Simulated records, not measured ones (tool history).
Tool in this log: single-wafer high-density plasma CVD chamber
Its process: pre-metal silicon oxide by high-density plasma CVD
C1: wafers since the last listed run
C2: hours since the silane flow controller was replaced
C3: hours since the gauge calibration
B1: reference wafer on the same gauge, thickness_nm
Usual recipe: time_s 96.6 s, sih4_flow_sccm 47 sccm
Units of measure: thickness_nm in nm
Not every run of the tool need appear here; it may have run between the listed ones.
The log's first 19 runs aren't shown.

run 20 hour=1374.1 | time_s=88.3 sih4_flow_sccm=54 | C1=1480 C2=4453.4 C3=2256.6 | B1=501.795 | thickness_nm=505.05
-- hour=1419.7 gauge calibrated
run 21 hour=1421.2 | time_s=114.4 sih4_flow_sccm=40 | C1=679 C2=4500.5 C3=1.5 | B1=484.8 | thickness_nm=506.276
run 22 hour=1512.7 | time_s=86.5 sih4_flow_sccm=42 | C1=1320 C2=4592 C3=93 | B1=485.6 | thickness_nm=393.877
run 23 hour=1559.7 | time_s=87.3 sih4_flow_sccm=53 | C1=678 C2=4639 C3=140 | B1=486.426 | thickness_nm=473.933
run 24 hour=1662.5 | time_s=96.6 sih4_flow_sccm=47 | C1=1483 C2=4741.8 C3=242.8 | B1=488.355 | thickness_nm=484.543
run 25 hour=1763.7 | time_s=108 sih4_flow_sccm=47 | C1=1460 C2=4843 C3=344 | B1=488.436 | thickness_nm=539.493
run 26 hour=1832.9 | time_s=106.5 sih4_flow_sccm=41 | C1=998 C2=4912.2 C3=413.2 | B1=490.09 | thickness_nm=478.608
-- hour=1871 silane flow controller replaced
run 27 hour=1888.7 | time_s=96.6 sih4_flow_sccm=47 | C1=689 C2=17.7 C3=469 | B1=489.484 | thickness_nm=485.048
run 28 hour=2012.3 | time_s=88.2 sih4_flow_sccm=41 | C1=1783 C2=141.3 C3=592.6 | B1=491.499 | thickness_nm=400.228
run 29 hour=2059.7 | time_s=96.6 sih4_flow_sccm=41 | C1=683 C2=188.7 C3=640 | B1=492.64 | thickness_nm=438.533
run 30 hour=2112.8 | time_s=96.6 sih4_flow_sccm=47 | C1=766 C2=241.8 C3=693.1 | B1=491.806 | thickness_nm=487.636
run 31 hour=2156.5 | time_s=106.5 sih4_flow_sccm=41 | C1=630 C2=285.5 C3=736.8 | B1=491.032 | thickness_nm=481.586
run 32 hour=2195.1 | time_s=80.6 sih4_flow_sccm=43 | C1=556 C2=324.1 C3=775.4 | B1=492.473 | thickness_nm=381.147
run 33 hour=2292.8 | time_s=104.2 sih4_flow_sccm=41 | C1=1409 C2=421.8 C3=873.1 | B1=494.601 | thickness_nm=475.906
run 34 hour=2351.3 | time_s=110 sih4_flow_sccm=47 | C1=844 C2=480.3 C3=931.6 | B1=493.438 | thickness_nm=558.747

Here are 3 independent what-if runs from the current tool condition. What would each one return?
run A hour=2351.7 | time_s=96.6 sih4_flow_sccm=47 | C1=5 C2=480.7 C3=932 | B1=? | thickness_nm=?
run B hour=2351.7 | time_s=83.2 sih4_flow_sccm=55 | C1=5 C2=480.7 C3=932 | B1=? | thickness_nm=?
run C hour=2351.7 | time_s=80.3 sih4_flow_sccm=56 | C1=5 C2=480.7 C3=932 | B1=? | thickness_nm=?

run=A B1=494.303 thickness_nm=490.124
run=B B1=494.303 thickness_nm=476.381
run=C B1=494.303 thickness_nm=466.32
Had the tool no hidden state, the same runs would have come out as:
run=A thickness_nm=479.168
run=B thickness_nm=465.732
run=C thickness_nm=455.897
